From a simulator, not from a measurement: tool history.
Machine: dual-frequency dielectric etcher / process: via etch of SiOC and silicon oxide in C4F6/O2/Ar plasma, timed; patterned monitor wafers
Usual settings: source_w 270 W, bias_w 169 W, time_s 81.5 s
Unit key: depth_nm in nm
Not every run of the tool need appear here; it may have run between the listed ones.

run	hour	source_w	bias_w	time_s	wafers since the last listed run	hours since the last wet clean	hours since the last source power generator calibration	hours since the last bias power generator calibration	hours since the last upper electrode change	hours since the gauge calibration	read-back reference wafer on the same gauge, depth_nm	depth_nm
1	0	270	169	81.5	0	235.6	1334.4	2732.4	2988.3	989.8	102.2	86
# hour 43.8: gauge calibrated
2	46	270	169	81.5	715	281.6	1380.4	2778.4	3034.3	2.2	102.1	86.1
3	113.2	270	145	81.5	1044	348.8	1447.6	2845.6	3101.5	69.4	102.2	79.6
# hour 159: wet clean of the chamber
4	159.5	270	145	81.5	346	0.5	1493.9	2891.9	3147.8	115.7	102.2	78.8
5	180.4	270	136	81.5	324	21.4	1514.8	2912.8	3168.7	136.6	102.1	75.5
6	213.3	270	136	81.5	511	54.3	1547.7	2945.7	3201.6	169.5	102.3	75.8
7	273	250	169	81.5	928	114	1607.4	3005.4	3261.3	229.2	102.2	84.1
8	320.3	270	169	81.5	735	161.3	1654.7	3052.7	3308.6	276.5	102.2	85.4
9	359.5	270	169	81.5	609	200.5	1693.9	3091.9	3347.8	315.7	102.2	85.6
10	420.5	270	169	81.5	948	261.5	1754.9	3152.9	3408.8	376.7	102.3	86.1
# hour 455.6: upper electrode replaced, of another model than before
# hour 507.2: wet clean of the chamber
11	507.7	310	169	81.5	609	0.5	1842.1	3240.1	52.1	463.9	102.2	86.6
12	550.5	270	169	81.5	665	43.3	1884.9	3282.9	94.9	506.7	102.2	85.2
13	610.4	270	169	81.5	931	103.2	1944.8	3342.8	154.8	566.6	102.1	85.6
14	672.9	270	169	81.5	971	165.7	2007.3	3405.3	217.3	629.1	102.2	86
15	697.7	270	169	81.5	385	190.5	2032.1	3430.1	242.1	653.9	102.2	86
16	730.4	210	169	81.5	508	223.2	2064.8	3462.8	274.8	686.6	102.1	83.2
17	771.5	200	169	72	638	264.3	2105.9	3503.9	315.9	727.7	102.2	73.5
# hour 816.3: bias power generator calibrated
18	818	340	186	73.5	660	310.8	2152.4	1.7	362.4	774.2	102.2	82.8
19	844.8	270	169	81.5	416	337.6	2179.2	28.5	389.2	801	102.3	86.2
# hour 873.6: wet clean of the chamber
20	876.1	290	200	106	113	2.5	2210.5	59.8	420.5	832.3	102.2	118.6
# hour 904.8: source power generator calibrated
21	975.4	270	191	91	1481	101.8	70.6	159.1	519.8	931.6	102.2	99.9
22	1042.4	320	144	98.5	1041	168.8	137.6	226.1	586.8	998.6	102.1	100.6
# hour 1077.3: gauge calibrated
23	1094.9	270	190	73.5	816	221.3	190.1	278.6	639.3	17.6	102.3	80.5
24	1150.7	270	169	81.5	867	277.1	245.9	334.4	695.1	73.4	102.2	86.2
25	1204.8	270	200	81.5	841	331.2	300	388.5	749.2	127.5	102.3	91.1
# hour 1262.9: wet clean of the chamber
26	1263.4	220	152	63	537	0.5	358.6	447.1	807.8	186.1	102.2	62.2
27	1345.8	230	155	91	1281	82.9	441	529.5	890.2	268.5	102.2	91.2
28	1376.1	310	169	81.5	471	113.2	471.3	559.8	920.5	298.8	102.2	86.8
29	1437.5	210	169	90	954	174.6	532.7	621.2	981.9	360.2	102.2	92.4

Below, each run's measurement less what the same run would have read without the hidden state. Both values contain the same run-to-run variation, but the gauge's scatter may not be the same in both:
Hidden state present: etch rate over this chamber's usual, %; source power that arrives over what is set, %; bias power that arrives over what is set, %; gauge reads high (%).
run	depth_nm
1	+0.6
2	+0.8
3	+0.9
4	+0
5	-0.1
6	+0
7	+0.2
8	+0.3
9	+0.4
10	+0.6
11	+0.1
12	+0.2
13	+0.4
14	+0.5
15	+0.5
16	+0.6
17	+0.7
18	+0.9
19	+0.9
20	+0.2
21	+0.4
22	+0.6
23	+0.6
24	+0.9
25	+1
26	+0.1
27	+0.3
28	+0.4
29	+0.6

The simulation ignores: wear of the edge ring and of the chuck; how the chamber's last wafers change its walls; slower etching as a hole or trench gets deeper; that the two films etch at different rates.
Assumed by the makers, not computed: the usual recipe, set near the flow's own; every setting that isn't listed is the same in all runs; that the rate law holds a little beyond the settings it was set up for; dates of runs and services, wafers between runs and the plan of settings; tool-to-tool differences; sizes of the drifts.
